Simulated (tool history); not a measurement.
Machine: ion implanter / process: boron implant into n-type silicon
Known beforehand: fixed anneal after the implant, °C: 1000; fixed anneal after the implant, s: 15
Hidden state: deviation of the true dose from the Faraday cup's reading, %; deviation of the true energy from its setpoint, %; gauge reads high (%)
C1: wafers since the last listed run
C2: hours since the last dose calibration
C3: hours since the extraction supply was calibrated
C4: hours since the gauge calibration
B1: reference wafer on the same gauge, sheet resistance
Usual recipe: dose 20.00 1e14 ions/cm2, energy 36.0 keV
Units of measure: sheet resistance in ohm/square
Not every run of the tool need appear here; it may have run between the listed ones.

{"run": 1, "hour": 0.0, "dose": 20.0, "energy": 36.0, "C1": 0, "C2": 928.2, "C3": 5705.1, "C4": 108.8, "B1": 57.08, "sheet resistance": 65.99}
{"run": 2, "hour": 97.4, "dose": 20.0, "energy": 36.0, "C1": 1353, "C2": 1025.6, "C3": 5802.5, "C4": 206.2, "B1": 57.1, "sheet resistance": 65.55}
{"run": 3, "hour": 188.1, "dose": 20.0, "energy": 36.0, "C1": 1260, "C2": 1116.3, "C3": 5893.2, "C4": 296.9, "B1": 57.09, "sheet resistance": 65.26}
{"run": 4, "hour": 233.9, "dose": 20.0, "energy": 36.0, "C1": 636, "C2": 1162.1, "C3": 5939.0, "C4": 342.7, "B1": 57.07, "sheet resistance": 65.65}
{"run": 5, "hour": 331.8, "dose": 20.0, "energy": 36.0, "C1": 1360, "C2": 1260.0, "C3": 6036.9, "C4": 440.6, "B1": 57.13, "sheet resistance": 65.34}
{"run": 6, "hour": 419.5, "dose": 20.0, "energy": 36.0, "C1": 1218, "C2": 1347.7, "C3": 6124.6, "C4": 528.3, "B1": 57.08, "sheet resistance": 65.06}
{"run": 7, "hour": 512.1, "dose": 20.0, "energy": 36.0, "C1": 1286, "C2": 1440.3, "C3": 6217.2, "C4": 620.9, "B1": 57.11, "sheet resistance": 65.97}
{"run": 8, "hour": 554.5, "dose": 20.0, "energy": 36.0, "C1": 589, "C2": 1482.7, "C3": 6259.6, "C4": 663.3, "B1": 57.11, "sheet resistance": 65.0}
{"run": 9, "hour": 647.0, "dose": 16.55, "energy": 39.5, "C1": 1285, "C2": 1575.2, "C3": 6352.1, "C4": 755.8, "B1": 57.09, "sheet resistance": 73.08}
{"run": 10, "hour": 696.9, "dose": 16.55, "energy": 39.5, "C1": 693, "C2": 1625.1, "C3": 6402.0, "C4": 805.7, "B1": 57.09, "sheet resistance": 73.86}
{"run": 11, "hour": 763.1, "dose": 14.09, "energy": 39.5, "C1": 920, "C2": 1691.3, "C3": 6468.2, "C4": 871.9, "B1": 57.07, "sheet resistance": 83.25}
{"hour": 854.0, "done": "extraction supply calibrated"}
{"run": 12, "hour": 858.0, "dose": 20.0, "energy": 36.0, "C1": 1207, "C2": 1786.2, "C3": 4.0, "C4": 966.8, "B1": 57.07, "sheet resistance": 65.61}
{"run": 13, "hour": 927.7, "dose": 24.87, "energy": 43.5, "C1": 968, "C2": 1855.9, "C3": 73.7, "C4": 1036.5, "B1": 57.09, "sheet resistance": 54.92}
{"run": 14, "hour": 982.5, "dose": 23.48, "energy": 26.0, "C1": 761, "C2": 1910.7, "C3": 128.5, "C4": 1091.3, "B1": 57.1, "sheet resistance": 63.88}
{"hour": 1032.1, "done": "gauge calibrated"}
{"run": 15, "hour": 1067.6, "dose": 15.52, "energy": 30.0, "C1": 1182, "C2": 1995.8, "C3": 213.6, "C4": 35.5, "B1": 57.07, "sheet resistance": 79.02}
{"run": 16, "hour": 1113.8, "dose": 17.66, "energy": 31.0, "C1": 642, "C2": 2042.0, "C3": 259.8, "C4": 81.7, "B1": 57.07, "sheet resistance": 72.19}
{"hour": 1144.5, "done": "Faraday cup replaced and dose calibrated"}
{"run": 17, "hour": 1205.4, "dose": 20.0, "energy": 36.0, "C1": 1161, "C2": 60.9, "C3": 351.4, "C4": 173.3, "B1": 57.08, "sheet resistance": 66.96}
{"run": 18, "hour": 1292.6, "dose": 20.0, "energy": 36.0, "C1": 1211, "C2": 148.1, "C3": 438.6, "C4": 260.5, "B1": 57.09, "sheet resistance": 66.71}
{"run": 19, "hour": 1361.9, "dose": 20.0, "energy": 36.0, "C1": 963, "C2": 217.4, "C3": 507.9, "C4": 329.8, "B1": 57.1, "sheet resistance": 66.67}
{"run": 20, "hour": 1433.2, "dose": 18.18, "energy": 24.5, "C1": 990, "C2": 288.7, "C3": 579.2, "C4": 401.1, "B1": 57.11, "sheet resistance": 75.12}
{"run": 21, "hour": 1503.5, "dose": 14.3, "energy": 43.5, "C1": 976, "C2": 359.0, "C3": 649.5, "C4": 471.4, "B1": 57.11, "sheet resistance": 83.41}

Below are 3 alternative next runs, each starting from the tool's condition after run 21. Predict each:
{"run": "A", "hour": 1503.9, "dose": 23.02, "energy": 36.0, "C1": 5, "C2": 359.4, "C3": 649.9, "C4": 471.8, "B1": "?", "sheet resistance": "?"}
{"run": "B", "hour": 1503.9, "dose": 24.81, "energy": 36.0, "C1": 5, "C2": 359.4, "C3": 649.9, "C4": 471.8, "B1": "?", "sheet resistance": "?"}
{"run": "C", "hour": 1503.9, "dose": 15.48, "energy": 27.5, "C1": 5, "C2": 359.4, "C3": 649.9, "C4": 471.8, "B1": "?", "sheet resistance": "?"}

run=A B1=57.11 sheet_resistance=60.07
run=B B1=57.11 sheet_resistance=57.45
run=C B1=57.11 sheet_resistance=80.89
With the hidden condition removed and each run's random variation left untouched, the same runs would have given:
run=A sheet_resistance=60.74
run=B sheet_resistance=58.05
run=C sheet_resistance=81.90
